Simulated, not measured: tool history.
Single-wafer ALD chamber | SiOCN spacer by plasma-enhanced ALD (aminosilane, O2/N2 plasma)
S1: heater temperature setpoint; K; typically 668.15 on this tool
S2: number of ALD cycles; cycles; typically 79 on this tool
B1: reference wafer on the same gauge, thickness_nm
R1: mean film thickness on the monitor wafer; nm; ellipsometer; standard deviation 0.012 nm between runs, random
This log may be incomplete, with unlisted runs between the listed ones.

| run | hour | S1 | S2 | B1 | R1 |
|---|---|---|---|---|---|
| 1 | 0 | 668.15 | 79 | 5.013 | 4.737 |
| 2 | 25.5 | 678.15 | 79 | 5.018 | 4.664 |
| 3 | 56.3 | 678.15 | 79 | 5.024 | 4.674 |
| 4 | 79.2 | 678.15 | 79 | 5.024 | 4.7 |
| 5 | 95.6 | 675.15 | 74 | 5.032 | 4.436 |
| 6 | 127.9 | 675.15 | 74 | 5.04 | 4.441 |
| 7 | 150.1 | 668.15 | 79 | 5.046 | 4.752 |
|  | 167.3 | thermocouple changed; heater temperature recalibrated |
| 8 | 182.1 | 668.15 | 79 | 5.061 | 4.787 |
| 9 | 205.2 | 657.15 | 89 | 5.066 | 5.398 |
|  | 234.7 | gauge calibrated |
| 10 | 240.1 | 683.15 | 79 | 5.008 | 4.591 |
| 11 | 264.3 | 676.15 | 91 | 5.011 | 5.407 |
| 12 | 276.8 | 668.15 | 79 | 5.01 | 4.715 |
| 13 | 311.8 | 678.15 | 64 | 5.011 | 3.783 |
| 14 | 340.7 | 663.15 | 65 | 5.018 | 3.902 |
| 15 | 374.9 | 668.15 | 79 | 5.017 | 4.75 |
| 16 | 403.4 | 658.15 | 79 | 5.027 | 4.772 |
| 17 | 430 | 664.15 | 88 | 5.033 | 5.302 |

For each run, what was the tool's unlogged condition?
wafer temperature above the value expected at the setpoint (K): 0, the same for each run
H1: gauge reads high (%)
| run | H1 |
|---|---|
| 1 | 0.029 |
| 2 | 0.112 |
| 3 | 0.232 |
| 4 | 0.335 |
| 5 | 0.417 |
| 6 | 0.596 |
| 7 | 0.734 |
| 8 | 0.952 |
| 9 | 1.12 |
| 10 | -0.0309 |
| 11 | -0.0211 |
| 12 | -0.0106 |
| 13 | 0.0381 |
| 14 | 0.0999 |
| 15 | 0.198 |
| 16 | 0.301 |
| 17 | 0.414 |
